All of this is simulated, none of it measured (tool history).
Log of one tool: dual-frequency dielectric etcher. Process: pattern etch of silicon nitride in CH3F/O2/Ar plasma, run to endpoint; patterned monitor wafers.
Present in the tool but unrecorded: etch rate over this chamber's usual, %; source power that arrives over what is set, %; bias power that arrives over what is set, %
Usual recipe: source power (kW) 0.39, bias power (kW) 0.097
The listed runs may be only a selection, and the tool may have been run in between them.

run   hour  source power (kW)  bias power (kW)  wafers since the last listed run  hours since the last wet clean  hours since the last source power generator calibration  hours since the last bias power generator calibration  hours since the last upper electrode change  incoming incoming film thickness, nm  endpoint time (s)
  1      0               0.39            0.097                                 0                             182                                                   2941.6                                                 1350.3                                       3865.1                                 49.82               63.7
  2   71.6               0.39            0.097                               750                           253.6                                                   3013.2                                                 1421.9                                       3936.7                                 49.76               63.3
  3  163.6               0.39            0.097                               964                           345.6                                                   3105.2                                                 1513.9                                       4028.7                                 48.84               61.7
  4  195.6               0.37            0.114                               335                           377.6                                                   3137.2                                                 1545.9                                       4060.7                                 48.57               58.9
     230.3  -- wet clean of the chamber
  5  230.8               0.37            0.114                               117                             0.5                                                   3172.4                                                 1581.1                                       4095.9                                 49.12               62.2
  6  247.1               0.37            0.114                               170                            16.8                                                   3188.7                                                 1597.4                                       4112.2                                 49.03               61.8
  7  335.6               0.46            0.112                               927                           105.3                                                   3277.2                                                 1685.9                                       4200.7                                 49.06               56.9
  8  371.4               0.46            0.084                               375                           141.1                                                     3313                                                 1721.7                                       4236.5                                 49.47                 63
  9  398.2               0.42             0.09                               280                           167.9                                                   3339.8                                                 1748.5                                       4263.3                                 49.44               63.7
 10  431.1               0.42             0.09                               344                           200.8                                                   3372.7                                                 1781.4                                       4296.2                                 49.15               62.8
 11  456.7               0.39            0.097                               268                           226.4                                                   3398.3                                                   1807                                       4321.8                                 49.16               63.4
 12  472.6               0.39            0.097                               166                           242.3                                                   3414.2                                                 1822.9                                       4337.7                                 49.28               63.3
     487.9  -- source power generator calibrated
 13    502               0.39            0.097                               266                           271.7                                                     14.1                                                 1852.3                                       4367.1                                  49.2               62.6
 14  515.9               0.39            0.097                               145                           285.6                                                       28                                                 1866.2                                         4381                                 49.08                 63
 15  529.6               0.39            0.084                               143                           299.3                                                     41.7                                                 1879.9                                       4394.7                                 48.89               65.3
 16  562.8               0.39            0.097                               348                           332.5                                                     74.9                                                 1913.1                                       4427.9                                 49.32               62.8
 17  575.5               0.39            0.097                               133                           345.2                                                     87.6                                                 1925.8                                       4440.6                                 49.19               62.4
 18  588.1               0.47            0.105                               132                           357.8                                                    100.2                                                 1938.4                                       4453.2                                 49.32               56.4

For run 19, what comes out?
 19  600.5               0.32            0.121                               129                           370.2                                                    112.6                                                 1950.8                                       4465.6                                 49.16                  ?

Run 19 measured endpoint time (s) 62.3.
Without the tool's hidden state the same run would have given endpoint time (s) 64.
